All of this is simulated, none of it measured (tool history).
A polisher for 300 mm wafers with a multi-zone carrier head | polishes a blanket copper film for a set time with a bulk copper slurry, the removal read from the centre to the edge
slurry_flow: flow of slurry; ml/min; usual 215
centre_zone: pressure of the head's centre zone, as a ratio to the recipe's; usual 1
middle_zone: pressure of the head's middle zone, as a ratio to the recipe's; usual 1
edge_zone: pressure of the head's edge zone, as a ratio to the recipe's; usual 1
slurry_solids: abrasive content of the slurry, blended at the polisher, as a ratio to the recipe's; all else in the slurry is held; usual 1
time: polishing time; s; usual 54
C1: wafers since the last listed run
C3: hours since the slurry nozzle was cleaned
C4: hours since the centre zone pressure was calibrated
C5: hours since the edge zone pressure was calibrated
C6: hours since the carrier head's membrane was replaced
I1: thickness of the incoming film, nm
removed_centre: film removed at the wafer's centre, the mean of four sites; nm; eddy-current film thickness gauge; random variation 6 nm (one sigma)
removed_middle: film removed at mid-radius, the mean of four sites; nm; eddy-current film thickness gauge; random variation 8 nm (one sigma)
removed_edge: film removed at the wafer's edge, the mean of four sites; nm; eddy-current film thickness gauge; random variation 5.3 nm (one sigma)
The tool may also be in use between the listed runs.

run 1 hour=0 | slurry_flow=215 centre_zone=1.04 middle_zone=1 edge_zone=1 slurry_solids=1 time=54 | C1=0 wafers_polished_on_this_pad=961 C3=399.5 C4=594.8 C5=1123.7 C6=1263.7 | I1=2882.5 | removed_centre=514.3 removed_middle=522.4 removed_edge=506.1
-- hour=15.8 edge zone pressure recalibrated
run 2 hour=42.1 | slurry_flow=215 centre_zone=1 middle_zone=0.95 edge_zone=1 slurry_solids=1 time=54 | C1=368 wafers_polished_on_this_pad=1330 C3=441.6 C4=636.9 C5=26.3 C6=1305.8 | I1=2868.2 | removed_centre=498.8 removed_middle=512 removed_edge=506.3
run 3 hour=90.2 | slurry_flow=215 centre_zone=1 middle_zone=0.95 edge_zone=1 slurry_solids=1 time=54 | C1=442 wafers_polished_on_this_pad=1772 C3=489.7 C4=685 C5=74.4 C6=1353.9 | I1=2907.7 | removed_centre=493.1 removed_middle=514.1 removed_edge=499.5
-- hour=92.6 slurry nozzle cleaned
run 4 hour=131.8 | slurry_flow=215 centre_zone=1 middle_zone=1 edge_zone=1 slurry_solids=1 time=54 | C1=373 wafers_polished_on_this_pad=2146 C3=39.2 C4=726.6 C5=116 C6=1395.5 | I1=2864.2 | removed_centre=522.4 removed_middle=540.3 removed_edge=529.6
run 5 hour=190.9 | slurry_flow=250 centre_zone=1.11 middle_zone=1 edge_zone=1 slurry_solids=1 time=69 | C1=543 wafers_polished_on_this_pad=2689 C3=98.3 C4=785.7 C5=175.1 C6=1454.6 | I1=2861 | removed_centre=745.9 removed_middle=706.2 removed_edge=685.2
-- hour=227.4 worn pad replaced by a new one
run 6 hour=260.8 | slurry_flow=215 centre_zone=1 middle_zone=0.92 edge_zone=0.96 slurry_solids=1 time=54 | C1=606 wafers_polished_on_this_pad=307 C3=168.2 C4=855.6 C5=245 C6=1524.5 | I1=2861.2 | removed_centre=515.4 removed_middle=501.7 removed_edge=503.7
run 7 hour=316.4 | slurry_flow=245 centre_zone=1 middle_zone=1 edge_zone=1 slurry_solids=1 time=54 | C1=511 wafers_polished_on_this_pad=818 C3=223.8 C4=911.2 C5=300.6 C6=1580.1 | I1=2897.8 | removed_centre=507.9 removed_middle=544.3 removed_edge=526
-- hour=329.5 carrier head's membrane replaced by a new one
run 8 hour=358 | slurry_flow=215 centre_zone=1 middle_zone=0.9 edge_zone=1 slurry_solids=1 time=54 | C1=336 wafers_polished_on_this_pad=1155 C3=265.4 C4=952.8 C5=342.2 C6=28.5 | I1=2894.4 | removed_centre=500.8 removed_middle=496 removed_edge=511.7
run 9 hour=418 | slurry_flow=215 centre_zone=1 middle_zone=1 edge_zone=1 slurry_solids=1 time=54 | C1=551 wafers_polished_on_this_pad=1707 C3=325.4 C4=1012.8 C5=402.2 C6=88.5 | I1=2864 | removed_centre=505.7 removed_middle=522.1 removed_edge=504.2
run 10 hour=485.2 | slurry_flow=215 centre_zone=1 middle_zone=1 edge_zone=1.04 slurry_solids=1 time=64 | C1=618 wafers_polished_on_this_pad=2325 C3=392.6 C4=1080 C5=469.4 C6=155.7 | I1=2938.6 | removed_centre=584 removed_middle=595.4 removed_edge=605.4
-- hour=503.1 slurry nozzle cleaned
run 11 hour=535 | slurry_flow=215 centre_zone=1 middle_zone=1.1 edge_zone=1 slurry_solids=1 time=54 | C1=448 wafers_polished_on_this_pad=2774 C3=31.9 C4=1129.8 C5=519.2 C6=205.5 | I1=2899 | removed_centre=534.5 removed_middle=583 removed_edge=528.8
run 12 hour=595.7 | slurry_flow=215 centre_zone=1 middle_zone=1 edge_zone=1 slurry_solids=1 time=36 | C1=558 wafers_polished_on_this_pad=3332 C3=92.6 C4=1190.5 C5=579.9 C6=266.2 | I1=2890.1 | removed_centre=343.7 removed_middle=364.3 removed_edge=346.5
-- hour=605.3 worn pad replaced by a new one
run 13 hour=658.3 | slurry_flow=185 centre_zone=1 middle_zone=1 edge_zone=1 slurry_solids=1 time=54 | C1=539 wafers_polished_on_this_pad=487 C3=155.2 C4=1253.1 C5=642.5 C6=328.8 | I1=2854.2 | removed_centre=485.5 removed_middle=519.4 removed_edge=513.5
run 14 hour=705.5 | slurry_flow=150 centre_zone=1.06 middle_zone=1 edge_zone=1.06 slurry_solids=1 time=67 | C1=434 wafers_polished_on_this_pad=921 C3=202.4 C4=1300.3 C5=689.7 C6=376 | I1=2852.3 | removed_centre=607 removed_middle=606.3 removed_edge=623.4
-- hour=744.2 centre zone pressure recalibrated
run 15 hour=769.9 | slurry_flow=215 centre_zone=1 middle_zone=1 edge_zone=1 slurry_solids=1 time=36 | C1=574 wafers_polished_on_this_pad=1495 C3=266.8 C4=25.7 C5=754.1 C6=440.4 | I1=2915.2 | removed_centre=333.7 removed_middle=348 removed_edge=345.9
run 16 hour=952.9 | slurry_flow=215 centre_zone=1 middle_zone=1 edge_zone=1 slurry_solids=1 time=54 | C1=1683 wafers_polished_on_this_pad=3179 C3=449.8 C4=208.7 C5=937.1 C6=623.4 | I1=2894.2 | removed_centre=500.4 removed_middle=517.3 removed_edge=518.6
-- hour=960.9 slurry nozzle cleaned
-- hour=980.1 edge zone pressure recalibrated
-- hour=981 worn pad replaced by a new one
run 17 hour=998.7 | slurry_flow=215 centre_zone=1 middle_zone=1 edge_zone=1.05 slurry_solids=1 time=45 | C1=385 wafers_polished_on_this_pad=162 C3=37.8 C4=254.5 C5=18.6 C6=669.2 | I1=2934.7 | removed_centre=434.3 removed_middle=451.4 removed_edge=448.8
run 18 hour=1035.6 | slurry_flow=215 centre_zone=1 middle_zone=0.9 edge_zone=1 slurry_solids=1 time=54 | C1=339 wafers_polished_on_this_pad=501 C3=74.7 C4=291.4 C5=55.5 C6=706.1 | I1=2906.2 | removed_centre=502.9 removed_middle=502.8 removed_edge=523.6
run 19 hour=1064 | slurry_flow=215 centre_zone=1 middle_zone=0.9 edge_zone=1 slurry_solids=1 time=54 | C1=261 wafers_polished_on_this_pad=763 C3=103.1 C4=319.8 C5=83.9 C6=734.5 | I1=2949.4 | removed_centre=505.1 removed_middle=510.4 removed_edge=518.2
run 20 hour=1096.8 | slurry_flow=215 centre_zone=1 middle_zone=1 edge_zone=1 slurry_solids=1 time=54 | C1=301 wafers_polished_on_this_pad=1064 C3=135.9 C4=352.6 C5=116.7 C6=767.3 | I1=2895.3 | removed_centre=498.3 removed_middle=530.4 removed_edge=524.8

5 ways to go on from here, each from the tool as it stands after run 20. What would each give?
run A hour=1097.2 | slurry_flow=215 centre_zone=1 middle_zone=1 edge_zone=1 slurry_solids=1 time=54 | C1=3 wafers_polished_on_this_pad=1068 C3=136.3 C4=353 C5=117.1 C6=767.7 | I1=2914.4 | removed_centre=? removed_middle=? removed_edge=?
run B hour=1097.2 | slurry_flow=185 centre_zone=1 middle_zone=1 edge_zone=1 slurry_solids=1 time=42 | C1=3 wafers_polished_on_this_pad=1068 C3=136.3 C4=353 C5=117.1 C6=767.7 | I1=2914.4 | removed_centre=? removed_middle=? removed_edge=?
run C hour=1097.2 | slurry_flow=215 centre_zone=0.92 middle_zone=1 edge_zone=1 slurry_solids=0.8 time=54 | C1=3 wafers_polished_on_this_pad=1068 C3=136.3 C4=353 C5=117.1 C6=767.7 | I1=2914.4 | removed_centre=? removed_middle=? removed_edge=?
run D hour=1097.2 | slurry_flow=215 centre_zone=1.06 middle_zone=1.11 edge_zone=1 slurry_solids=1.15 time=37 | C1=3 wafers_polished_on_this_pad=1068 C3=136.3 C4=353 C5=117.1 C6=767.7 | I1=2914.4 | removed_centre=? removed_middle=? removed_edge=?
run E hour=1097.2 | slurry_flow=215 centre_zone=1 middle_zone=1.08 edge_zone=0.97 slurry_solids=1 time=70 | C1=3 wafers_polished_on_this_pad=1068 C3=136.3 C4=353 C5=117.1 C6=767.7 | I1=2914.4 | removed_centre=? removed_middle=? removed_edge=?

run=A removed_centre=504.8 removed_middle=526.8 removed_edge=513.4
run=B removed_centre=378.1 removed_middle=396.4 removed_edge=390
run=C removed_centre=449.3 removed_middle=510.1 removed_edge=497
run=D removed_centre=375.1 removed_middle=389.4 removed_edge=359.2
run=E removed_centre=654.6 removed_middle=710.6 removed_edge=655.4
Without the tool's hidden state the same runs would have given:
run=A removed_centre=534.5 removed_middle=554.2 removed_edge=532.9
run=B removed_centre=404.5 removed_middle=420.7 removed_edge=407.1
run=C removed_centre=475.7 removed_middle=536.7 removed_edge=515.9
run=D removed_centre=397.1 removed_middle=409.7 removed_edge=372.9
run=E removed_centre=693.1 removed_middle=747.6 removed_edge=680.4

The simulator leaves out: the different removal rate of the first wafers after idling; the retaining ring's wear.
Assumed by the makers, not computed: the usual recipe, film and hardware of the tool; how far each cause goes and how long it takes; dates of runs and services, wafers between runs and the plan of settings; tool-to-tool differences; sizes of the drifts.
